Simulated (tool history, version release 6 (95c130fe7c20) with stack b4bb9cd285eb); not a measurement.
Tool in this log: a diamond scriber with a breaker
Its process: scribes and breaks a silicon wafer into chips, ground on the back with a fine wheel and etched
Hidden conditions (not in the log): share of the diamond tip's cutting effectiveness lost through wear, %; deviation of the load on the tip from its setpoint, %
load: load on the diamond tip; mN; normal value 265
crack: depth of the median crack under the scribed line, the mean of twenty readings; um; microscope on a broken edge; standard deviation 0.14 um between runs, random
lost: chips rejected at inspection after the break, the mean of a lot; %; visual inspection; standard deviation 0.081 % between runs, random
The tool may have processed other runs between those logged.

run    hour  load  wafers since the last listed run  hours since the diamond tip was replaced  hours since the load on the tip was calibrated  incoming depth of the damage left on the back of the incoming wafer, um  crack  lost
  1       0   286                                 0                                    1142.4                                           465.1                                                                      0.3  11.12  1.74
       18.3  -- diamond tip replaced by a new one
  2      57   238                                76                                      38.7                                           522.1                                                                     0.74  10.34  1.78
  3   226.1   238                               235                                     207.8                                           691.2                                                                     0.78  10.29  1.87
  4   257.2   318                                43                                     238.9                                           722.3                                                                     0.78   11.8  2.73
  5   296.6   318                                54                                     278.3                                           761.7                                                                     0.71  11.62   2.9
  6   345.6   318                                68                                     327.3                                           810.7                                                                     0.73  11.84  2.73
  7     372   265                                36                                     353.7                                           837.1                                                                     0.44  10.45  1.33
  8   400.3   208                                39                                       382                                           865.4                                                                      0.3   9.51  3.39
  9   434.7   208                                47                                     416.4                                           899.8                                                                     0.77   9.44  3.52
 10     476   208                                57                                     457.7                                           941.1                                                                     0.75    9.5  3.71
 11   536.8   265                                84                                     518.5                                          1001.9                                                                     0.68  10.63  1.38
 12   602.2   265                                90                                     583.9                                          1067.3                                                                     0.62  10.61  1.46
 13   660.2   265                                80                                     641.9                                          1125.3                                                                     0.52  10.75  1.49
 14   719.1   265                                81                                     700.8                                          1184.2                                                                     0.68  10.88  1.54
      729.4  -- load on the tip recalibrated
 15   767.6   209                                64                                     749.3                                            38.2                                                                     0.53   9.68  3.45
 16   815.6   324                                66                                     797.3                                            86.2                                                                     0.53  11.92   2.8
 17   870.8   265                                76                                     852.5                                           141.4                                                                     0.74  10.71  1.47
 18   901.1   265                                42                                     882.8                                           171.7                                                                     0.75  10.84  1.53
 19   932.5   265                                43                                     914.2                                           203.1                                                                     0.59  10.69   1.4
 20   956.9   190                                33                                     938.6                                           227.5                                                                     0.64   9.16  5.21
 21     991   324                                47                                     972.7                                           261.6                                                                      0.3  11.93  3.08
 22  1036.5   200                                63                                    1018.2                                           307.1                                                                     0.35   9.37  4.17
 23  1069.1   265                                45                                    1050.8                                           339.7                                                                      0.3  10.86  1.53
 24  1118.2   220                                68                                    1099.9                                           388.8                                                                     0.75   9.82  2.67
     1128.3  -- diamond tip replaced by a new one
 25  1148.6   289                                39                                      20.3                                           419.2                                                                     0.71  11.15  1.77
 26  1211.2   265                                87                                      82.9                                           481.8                                                                     0.77  10.62  1.32
 27    1262   309                                70                                     133.7                                           532.6                                                                     0.57  11.44  2.32
 28  1292.8   198                                42                                     164.5                                           563.4                                                                     0.61   9.69  4.07
 29  1322.5   204                                41                                     194.2                                           593.1                                                                     0.45   9.62  3.85
 30  1358.1   240                                49                                     229.8                                           628.7                                                                     0.44  10.18   1.7
 31  1390.1   265                                44                                     261.8                                           660.7                                                                     0.55  10.72  1.33
 32  1426.4   286                                50                                     298.1                                             697                                                                     0.63  11.25  1.63
 33  1481.4   295                                76                                     353.1                                             752                                                                     0.59  11.36     2
 34    1528   265                                64                                     399.7                                           798.6                                                                     0.57  10.88  1.33
 35  1555.4   196                                38                                     427.1                                             826                                                                     0.59   9.22  4.88
 36  1619.9   312                                89                                     491.6                                           890.5                                                                     0.36  11.72  2.47
 37  1647.2   229                                37                                     518.9                                           917.8                                                                     0.56  10.16  2.14
 38  1671.3   318                                33                                       543                                           941.9                                                                     0.66  11.83  2.78
 39  1702.7   327                                43                                     574.4                                           973.3                                                                     0.31     12   3.2
 40  1763.5   265                                84                                     635.2                                          1034.1                                                                     0.71  10.82   1.4
 41  1806.8   190                                60                                     678.5                                          1077.4                                                                     0.66   9.26  5.71
 42  1870.1   265                                88                                     741.8                                          1140.7                                                                     0.34  10.66  1.54

Consider 4 possible next runs. They are alternatives, not a sequence: every one starts from the tool as it was left by run 42. What does each give?
  A  1870.8   265                                 0                                     742.5                                          1141.4                                                                     0.72      ?     ?
  B  1870.8   239                                 0                                     742.5                                          1141.4                                                                     0.72      ?     ?
  C  1870.8   303                                 0                                     742.5                                          1141.4                                                                     0.72      ?     ?
  D  1870.8   320                                 0                                     742.5                                          1141.4                                                                     0.72      ?     ?

run  crack  lost
  A  10.65  1.41
  B  10.14  1.81
  C  11.36  2.13
  D  11.68  2.85
Stripped of hidden state, with their random variation kept, the same runs would have yielded:
run  crack  lost
  A  10.65  1.41
  B  10.14  1.81
  C  11.36  2.13
  D  11.68  2.85
